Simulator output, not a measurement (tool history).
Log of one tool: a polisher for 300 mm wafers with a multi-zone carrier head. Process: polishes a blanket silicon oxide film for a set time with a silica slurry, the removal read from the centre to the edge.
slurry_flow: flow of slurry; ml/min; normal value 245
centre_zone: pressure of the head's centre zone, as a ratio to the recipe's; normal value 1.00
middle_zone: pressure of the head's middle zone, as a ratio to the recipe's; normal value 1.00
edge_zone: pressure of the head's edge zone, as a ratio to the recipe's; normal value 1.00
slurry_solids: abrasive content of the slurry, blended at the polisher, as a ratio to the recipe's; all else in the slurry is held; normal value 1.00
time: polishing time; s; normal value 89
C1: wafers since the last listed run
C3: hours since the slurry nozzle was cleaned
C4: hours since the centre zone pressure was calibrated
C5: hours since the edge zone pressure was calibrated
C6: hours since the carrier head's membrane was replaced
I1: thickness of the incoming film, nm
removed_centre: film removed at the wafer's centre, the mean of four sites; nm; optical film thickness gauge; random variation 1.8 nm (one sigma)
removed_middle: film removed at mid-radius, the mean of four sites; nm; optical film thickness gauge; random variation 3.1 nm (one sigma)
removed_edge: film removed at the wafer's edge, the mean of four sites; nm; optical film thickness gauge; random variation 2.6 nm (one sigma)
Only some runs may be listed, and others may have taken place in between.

Run 1, day 0.000: usual settings; C1 0; wafers polished on this pad 513; C3 778.2; C4 1137.9; C5 1023.2; C6 1311.7; I1 1601.0. Result: removed_centre 209.7 nm, removed_middle 213.2 nm, removed_edge 214.0 nm.
Run 2, day 0.667: usual settings; C1 113; wafers polished on this pad 627; C3 794.2; C4 1153.9; C5 1039.2; C6 1327.7; I1 1591.6. Result: removed_centre 208.4 nm, removed_middle 211.5 nm, removed_edge 213.2 nm.
Run 3, day 1.729: usual settings but time 72 s; C1 181; wafers polished on this pad 808; C3 819.7; C4 1179.4; C5 1064.7; C6 1353.2; I1 1594.2. Result: removed_centre 167.5 nm, removed_middle 174.5 nm, removed_edge 172.4 nm.
Run 4, day 2.875: usual settings but time 72 s; C1 195; wafers polished on this pad 1003; C3 847.2; C4 1206.9; C5 1092.2; C6 1380.7; I1 1604.9. Result: removed_centre 166.3 nm, removed_middle 171.0 nm, removed_edge 172.8 nm.
Run 5, day 3.700: usual settings but time 72 s; C1 140; wafers polished on this pad 1144; C3 867.0; C4 1226.7; C5 1112.0; C6 1400.5; I1 1587.0. Result: removed_centre 165.4 nm, removed_middle 174.4 nm, removed_edge 171.0 nm.
Run 6, day 4.883: usual settings but edge_zone 1.03; C1 201; wafers polished on this pad 1346; C3 895.4; C4 1255.1; C5 1140.4; C6 1428.9; I1 1571.5. Result: removed_centre 201.2 nm, removed_middle 210.2 nm, removed_edge 211.3 nm.
At day 5.254: slurry nozzle cleaned.
At day 5.838: worn pad replaced by a new one.
Run 7, day 5.858: usual settings but slurry_flow 295 ml/min, centre_zone 0.90; C1 130; wafers polished on this pad 3; C3 14.5; C4 1278.5; C5 1163.8; C6 1452.3; I1 1573.3. Result: removed_centre 214.1 nm, removed_middle 233.5 nm, removed_edge 226.1 nm.
At day 6.188: centre zone pressure recalibrated.
Run 8, day 6.900: usual settings but slurry_flow 305 ml/min, slurry_solids 0.85, time 77 s; C1 163; wafers polished on this pad 166; C3 39.5; C4 17.1; C5 1188.8; C6 1477.3; I1 1587.7. Result: removed_centre 182.4 nm, removed_middle 182.3 nm, removed_edge 180.6 nm.
Run 9, day 7.562: usual settings but centre_zone 1.03, edge_zone 1.06, slurry_solids 1.10; C1 113; wafers polished on this pad 279; C3 55.4; C4 33.0; C5 1204.7; C6 1493.2; I1 1589.6. Result: removed_centre 242.5 nm, removed_middle 241.1 nm, removed_edge 239.0 nm.
Run 10, day 9.042: usual settings but slurry_flow 295 ml/min, centre_zone 0.90; C1 252; wafers polished on this pad 532; C3 90.9; C4 68.5; C5 1240.2; C6 1528.7; I1 1594.2. Result: removed_centre 211.4 nm, removed_middle 234.7 nm, removed_edge 227.6 nm.
At day 9.433: edge zone pressure recalibrated.
At day 9.454: carrier head's membrane replaced by a new one.
Run 11, day 9.671: usual settings but edge_zone 1.10, slurry_solids 0.80; C1 89; wafers polished on this pad 621; C3 106.0; C4 83.6; C5 5.7; C6 5.2; I1 1560.9. Result: removed_centre 200.1 nm, removed_middle 204.4 nm, removed_edge 209.5 nm.
Run 12, day 10.283: usual settings but slurry_solids 0.85; C1 104; wafers polished on this pad 726; C3 120.7; C4 98.3; C5 20.4; C6 19.9; I1 1610.9. Result: removed_centre 209.6 nm, removed_middle 215.5 nm, removed_edge 206.6 nm.
Run 13, day 11.042: usual settings; C1 129; wafers polished on this pad 855; C3 138.9; C4 116.5; C5 38.6; C6 38.1; I1 1591.2. Result: removed_centre 226.9 nm, removed_middle 227.7 nm, removed_edge 221.7 nm.
Run 14, day 11.979: usual settings but slurry_flow 205 ml/min, middle_zone 0.89; C1 159; wafers polished on this pad 1015; C3 161.4; C4 139.0; C5 61.1; C6 60.6; I1 1599.6. Result: removed_centre 219.3 nm, removed_middle 200.0 nm, removed_edge 223.1 nm.
Run 15, day 13.071: usual settings but slurry_flow 165 ml/min, centre_zone 0.90, slurry_solids 1.10; C1 186; wafers polished on this pad 1201; C3 187.6; C4 165.2; C5 87.3; C6 86.8; I1 1607.1. Result: removed_centre 200.2 nm, removed_middle 219.6 nm, removed_edge 229.8 nm.

List, for all runs, the conditions of the tool that the log does not record:
removal rate lost through wear of the pad, %: 0 in every run
deviation of the centre zone's pressure from its setpoint, %: 0 in every run
deviation of the edge zone's pressure from its setpoint, %: 0 in every run
H1: slurry flow missing at the pad, %
run    H1
  1  39.5
  2  40.3
  3  41.4
  4  42.7
  5  43.6
  6  44.9
  7  3.67
  8  4.82
  9  5.54
 10  7.17
 11  7.86
 12  8.53
 13  9.36
 14  10.4
 15  11.6

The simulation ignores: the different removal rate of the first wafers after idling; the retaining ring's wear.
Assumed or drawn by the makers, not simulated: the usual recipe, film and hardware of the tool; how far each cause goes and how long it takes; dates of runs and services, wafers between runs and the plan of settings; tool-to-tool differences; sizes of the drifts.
